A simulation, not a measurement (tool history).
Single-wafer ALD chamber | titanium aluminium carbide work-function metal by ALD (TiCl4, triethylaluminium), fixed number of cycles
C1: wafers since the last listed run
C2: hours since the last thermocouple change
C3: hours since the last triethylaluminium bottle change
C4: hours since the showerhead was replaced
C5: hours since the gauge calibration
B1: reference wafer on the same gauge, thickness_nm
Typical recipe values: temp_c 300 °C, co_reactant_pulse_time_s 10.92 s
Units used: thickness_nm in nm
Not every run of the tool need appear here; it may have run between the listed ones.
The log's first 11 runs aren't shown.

Run 12, hour 302.2: usual settings but temp_c 292 °C; C1 387; C2 3009.5; C3 1650.2; C4 121.3; C5 781.3; B1 2.231. Result: thickness_nm 2.021 nm.
Run 13, hour 331.7: usual settings but temp_c 305 °C, co_reactant_pulse_time_s 12.09 s; C1 504; C2 3039.0; C3 1679.7; C4 150.8; C5 810.8; B1 2.231. Result: thickness_nm 2.181 nm.
Run 14, hour 349.3: usual settings; C1 300; C2 3056.6; C3 1697.3; C4 168.4; C5 828.4; B1 2.231. Result: thickness_nm 2.105 nm.
Run 15, hour 363.7: usual settings but temp_c 313 °C, co_reactant_pulse_time_s 12.91 s; C1 246; C2 3071.0; C3 1711.7; C4 182.8; C5 842.8; B1 2.233. Result: thickness_nm 2.261 nm.
Run 16, hour 389.2: usual settings but temp_c 304 °C, co_reactant_pulse_time_s 8.74 s; C1 435; C2 3096.5; C3 1737.2; C4 208.3; C5 868.3; B1 2.229. Result: thickness_nm 2.012 nm.
At hour 399.3: gauge calibrated.
At hour 400.7: thermocouple changed; heater temperature recalibrated.
Run 17, hour 417.3: usual settings but temp_c 292 °C; C1 343; C2 16.6; C3 1765.3; C4 236.4; C5 18.0; B1 2.229. Result: thickness_nm 2.002 nm.
Run 18, hour 452.0: usual settings but temp_c 294 °C; C1 592; C2 51.3; C3 1800.0; C4 271.1; C5 52.7; B1 2.226. Result: thickness_nm 2.043 nm.
Run 19, hour 471.0: usual settings but temp_c 314 °C, co_reactant_pulse_time_s 8.73 s; C1 324; C2 70.3; C3 1819.0; C4 290.1; C5 71.7; B1 2.232. Result: thickness_nm 2.092 nm.
Run 20, hour 500.1: usual settings; C1 497; C2 99.4; C3 1848.1; C4 319.2; C5 100.8; B1 2.232. Result: thickness_nm 2.083 nm.
Run 21, hour 525.5: usual settings but temp_c 290 °C; C1 433; C2 124.8; C3 1873.5; C4 344.6; C5 126.2; B1 2.233. Result: thickness_nm 1.999 nm.
Run 22, hour 552.7: usual settings but temp_c 310 °C, co_reactant_pulse_time_s 9.12 s; C1 464; C2 152.0; C3 1900.7; C4 371.8; C5 153.4; B1 2.234. Result: thickness_nm 2.097 nm.
At hour 588.0: triethylaluminium bottle replaced.
Run 23, hour 588.5: usual settings; C1 474; C2 187.8; C3 0.5; C4 407.6; C5 189.2; B1 2.231. Result: thickness_nm 2.089 nm.
Run 24, hour 620.1: usual settings but temp_c 289 °C, co_reactant_pulse_time_s 8.82 s; C1 539; C2 219.4; C3 32.1; C4 439.2; C5 220.8; B1 2.228. Result: thickness_nm 1.856 nm.
Run 25, hour 634.6: usual settings but co_reactant_pulse_time_s 12.77 s; C1 247; C2 233.9; C3 46.6; C4 453.7; C5 235.3; B1 2.230. Result: thickness_nm 2.119 nm.
Run 26, hour 657.4: usual settings but temp_c 287 °C; C1 389; C2 256.7; C3 69.4; C4 476.5; C5 258.1; B1 2.229. Result: thickness_nm 1.957 nm.
Run 27, hour 679.6: usual settings but temp_c 286 °C; C1 379; C2 278.9; C3 91.6; C4 498.7; C5 280.3; B1 2.232. Result: thickness_nm 1.942 nm.
Run 28, hour 715.1: usual settings but temp_c 286 °C, co_reactant_pulse_time_s 9.69 s; C1 606; C2 314.4; C3 127.1; C4 534.2; C5 315.8; B1 2.232. Result: thickness_nm 1.899 nm.
Run 29, hour 749.1: usual settings but co_reactant_pulse_time_s 7.80 s; C1 580; C2 348.4; C3 161.1; C4 568.2; C5 349.8; B1 2.227. Result: thickness_nm 1.829 nm.
Run 30, hour 781.7: usual settings but temp_c 314 °C, co_reactant_pulse_time_s 12.51 s; C1 556; C2 381.0; C3 193.7; C4 600.8; C5 382.4; B1 2.231. Result: thickness_nm 2.278 nm.
Run 31, hour 816.4: usual settings but co_reactant_pulse_time_s 9.78 s; C1 592; C2 415.7; C3 228.4; C4 635.5; C5 417.1; B1 2.230. Result: thickness_nm 2.034 nm.
Run 32, hour 843.3: usual settings but co_reactant_pulse_time_s 9.40 s; C1 459; C2 442.6; C3 255.3; C4 662.4; C5 444.0; B1 2.231. Result: thickness_nm 2.044 nm.

Below are 5 alternative next runs, each starting from the tool's condition after run 32. Predict each:
Run A, hour 843.7: usual settings; C1 6; C2 443.0; C3 255.7; C4 662.8; C5 444.4; B1 ?. Result: thickness_nm ?.
Run B, hour 843.7: usual settings but temp_c 310 °C; C1 6; C2 443.0; C3 255.7; C4 662.8; C5 444.4; B1 ?. Result: thickness_nm ?.
Run C, hour 843.7: usual settings but temp_c 306 °C, co_reactant_pulse_time_s 7.58 s; C1 6; C2 443.0; C3 255.7; C4 662.8; C5 444.4; B1 ?. Result: thickness_nm ?.
Run D, hour 843.7: usual settings but temp_c 305 °C, co_reactant_pulse_time_s 7.92 s; C1 6; C2 443.0; C3 255.7; C4 662.8; C5 444.4; B1 ?. Result: thickness_nm ?.
Run E, hour 843.7: usual settings but temp_c 290 °C, co_reactant_pulse_time_s 8.08 s; C1 6; C2 443.0; C3 255.7; C4 662.8; C5 444.4; B1 ?. Result: thickness_nm ?.

run     B1  thickness_nm
  A  2.227         2.083
  B  2.227         2.186
  C  2.227         1.835
  D  2.227         1.891
  E  2.227         1.779
Take away the tool's hidden state, keep each run's random variation, and the runs would have read:
run  thickness_nm
  A         2.083
  B         2.186
  C         1.835
  D         1.891
  E         1.779
